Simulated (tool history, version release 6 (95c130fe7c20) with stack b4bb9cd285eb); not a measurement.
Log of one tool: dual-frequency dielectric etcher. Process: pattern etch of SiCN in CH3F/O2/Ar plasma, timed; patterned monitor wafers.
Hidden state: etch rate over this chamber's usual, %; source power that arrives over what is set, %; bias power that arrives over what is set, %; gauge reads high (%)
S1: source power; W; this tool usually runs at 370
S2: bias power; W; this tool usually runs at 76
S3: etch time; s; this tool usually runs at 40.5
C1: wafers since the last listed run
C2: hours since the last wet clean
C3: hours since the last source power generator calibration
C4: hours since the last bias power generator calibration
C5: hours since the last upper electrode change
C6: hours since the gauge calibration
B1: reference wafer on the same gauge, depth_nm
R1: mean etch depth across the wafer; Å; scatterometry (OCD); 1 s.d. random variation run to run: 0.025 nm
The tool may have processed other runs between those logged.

run	hour	S1	S2	S3	C1	C2	C3	C4	C5	C6	B1	R1
1	0.0	370	76	40.5	0	243.2	1114.9	1697.3	6052.1	349.9	15.30	147.8
2	58.3	370	76	40.5	670	301.5	1173.2	1755.6	6110.4	408.2	15.30	147.4
3	117.8	370	76	40.5	684	361.0	1232.7	1815.1	6169.9	467.7	15.30	147.6
# hour 186.8: wet clean of the chamber
4	187.3	370	76	40.5	523	0.5	1302.2	1884.6	6239.4	537.2	15.31	149.8
5	197.1	370	76	40.5	112	10.3	1312.0	1894.4	6249.2	547.0	15.29	149.5
6	227.5	370	76	40.5	349	40.7	1342.4	1924.8	6279.6	577.4	15.31	148.9
7	265.5	370	76	40.5	437	78.7	1380.4	1962.8	6317.6	615.4	15.29	149.1
# hour 384.0: upper electrode replaced
# hour 424.3: bias power generator calibrated
# hour 442.2: source power generator calibrated
8	458.6	370	76	40.5	1852	271.8	16.4	34.3	74.6	808.5	15.30	145.9
9	510.2	370	85	45.0	593	323.4	68.0	85.9	126.2	860.1	15.29	167.4
10	577.9	370	66	40.5	778	391.1	135.7	153.6	193.9	927.8	15.30	139.6
# hour 614.2: wet clean of the chamber
11	647.4	340	67	40.5	523	33.2	205.2	223.1	263.4	997.3	15.30	139.1
# hour 669.3: gauge calibrated
12	691.5	370	76	40.5	507	77.3	249.3	267.2	307.5	22.2	15.30	147.5
13	751.5	330	61	47.0	690	137.3	309.3	327.2	367.5	82.2	15.30	155.9
14	822.9	400	63	50.5	821	208.7	380.7	398.6	438.9	153.6	15.30	177.9
15	983.1	370	76	40.5	1842	368.9	540.9	558.8	599.1	313.8	15.29	146.3
# hour 1026.9: wet clean of the chamber
16	1028.1	310	76	40.5	241	1.2	585.9	603.8	644.1	358.8	15.30	141.5
17	1057.3	370	76	40.5	335	30.4	615.1	633.0	673.3	388.0	15.30	148.8

5 ways to go on from here, each from the tool as it stands after run 17. What would each give?
A	1057.7	370	76	47.0	4	30.8	615.5	633.4	673.7	388.4	?	?
B	1057.7	290	76	52.0	4	30.8	615.5	633.4	673.7	388.4	?	?
C	1057.7	370	87	40.5	4	30.8	615.5	633.4	673.7	388.4	?	?
D	1057.7	370	92	48.0	4	30.8	615.5	633.4	673.7	388.4	?	?
E	1057.7	310	64	40.5	4	30.8	615.5	633.4	673.7	388.4	?	?

run	B1	R1
A	15.31	171.7
B	15.31	178.6
C	15.31	154.1
D	15.31	185.9
E	15.31	134.6
Without the tool's unlogged condition, the same runs would have read:
run	R1
A	171.2
B	178.1
C	153.7
D	185.3
E	134.2

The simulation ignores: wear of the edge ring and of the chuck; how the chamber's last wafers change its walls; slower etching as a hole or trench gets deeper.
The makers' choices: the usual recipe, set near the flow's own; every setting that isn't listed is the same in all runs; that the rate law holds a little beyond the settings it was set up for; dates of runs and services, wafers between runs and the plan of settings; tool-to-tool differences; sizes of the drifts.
